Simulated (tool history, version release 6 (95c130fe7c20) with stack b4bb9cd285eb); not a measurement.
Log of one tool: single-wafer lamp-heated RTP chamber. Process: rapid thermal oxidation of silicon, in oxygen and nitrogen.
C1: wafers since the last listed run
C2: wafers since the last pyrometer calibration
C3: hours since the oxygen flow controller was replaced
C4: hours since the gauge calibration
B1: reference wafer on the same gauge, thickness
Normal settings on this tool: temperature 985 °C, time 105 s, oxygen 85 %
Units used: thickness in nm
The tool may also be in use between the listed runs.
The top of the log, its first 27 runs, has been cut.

{"run": 28, "hour": 368.4, "temperature": 976, "time": 126, "oxygen": 98, "C1": 153, "C2": 1575, "C3": 244.4, "C4": 70.1, "B1": 6.653, "thickness": 7.455}
{"run": 29, "hour": 385.2, "temperature": 985, "time": 105, "oxygen": 85, "C1": 145, "C2": 1720, "C3": 261.2, "C4": 86.9, "B1": 6.651, "thickness": 6.976}
{"run": 30, "hour": 399.6, "temperature": 1012, "time": 105, "oxygen": 85, "C1": 124, "C2": 1845, "C3": 275.6, "C4": 101.3, "B1": 6.649, "thickness": 8.542}
{"run": 31, "hour": 413.9, "temperature": 957, "time": 146, "oxygen": 98, "C1": 123, "C2": 1968, "C3": 289.9, "C4": 115.6, "B1": 6.646, "thickness": 6.882}
{"run": 32, "hour": 424.7, "temperature": 977, "time": 134, "oxygen": 85, "C1": 93, "C2": 2062, "C3": 300.7, "C4": 126.4, "B1": 6.652, "thickness": 7.351}
{"run": 33, "hour": 438.6, "temperature": 985, "time": 152, "oxygen": 85, "C1": 120, "C2": 2182, "C3": 314.6, "C4": 140.3, "B1": 6.646, "thickness": 8.286}
{"run": 34, "hour": 448.7, "temperature": 995, "time": 105, "oxygen": 76, "C1": 87, "C2": 2269, "C3": 324.7, "C4": 150.4, "B1": 6.647, "thickness": 7.221}
{"run": 35, "hour": 460.4, "temperature": 985, "time": 105, "oxygen": 85, "C1": 101, "C2": 2370, "C3": 336.4, "C4": 162.1, "B1": 6.65, "thickness": 6.982}
{"hour": 477.5, "done": "pyrometer window cleaned and pyrometer calibrated"}
{"run": 36, "hour": 478.0, "temperature": 958, "time": 153, "oxygen": 98, "C1": 82, "C2": 4, "C3": 354, "C4": 179.7, "B1": 6.65, "thickness": 7.015}
{"run": 37, "hour": 491.8, "temperature": 985, "time": 105, "oxygen": 85, "C1": 119, "C2": 123, "C3": 367.8, "C4": 193.5, "B1": 6.647, "thickness": 6.951}

Branching from run 37: 5 alternative next runs. What would each branch give?
{"run": "A", "hour": 492.3, "temperature": 985, "time": 105, "oxygen": 69, "C1": 4, "C2": 127, "C3": 368.3, "C4": 194, "B1": "?", "thickness": "?"}
{"run": "B", "hour": 492.3, "temperature": 985, "time": 125, "oxygen": 77, "C1": 4, "C2": 127, "C3": 368.3, "C4": 194, "B1": "?", "thickness": "?"}
{"run": "C", "hour": 492.3, "temperature": 996, "time": 143, "oxygen": 97, "C1": 4, "C2": 127, "C3": 368.3, "C4": 194, "B1": "?", "thickness": "?"}
{"run": "D", "hour": 492.3, "temperature": 997, "time": 105, "oxygen": 85, "C1": 4, "C2": 127, "C3": 368.3, "C4": 194, "B1": "?", "thickness": "?"}
{"run": "E", "hour": 492.3, "temperature": 1010, "time": 105, "oxygen": 97, "C1": 4, "C2": 127, "C3": 368.3, "C4": 194, "B1": "?", "thickness": "?"}

run=A B1=6.65 thickness=6.458
run=B B1=6.65 thickness=7.257
run=C B1=6.65 thickness=9.105
run=D B1=6.65 thickness=7.597
run=E B1=6.65 thickness=8.767
Had the tool no hidden state, the same runs would have come out as:
run=A thickness=6.443
run=B thickness=7.24
run=C thickness=9.084
run=D thickness=7.579
run=E thickness=8.747
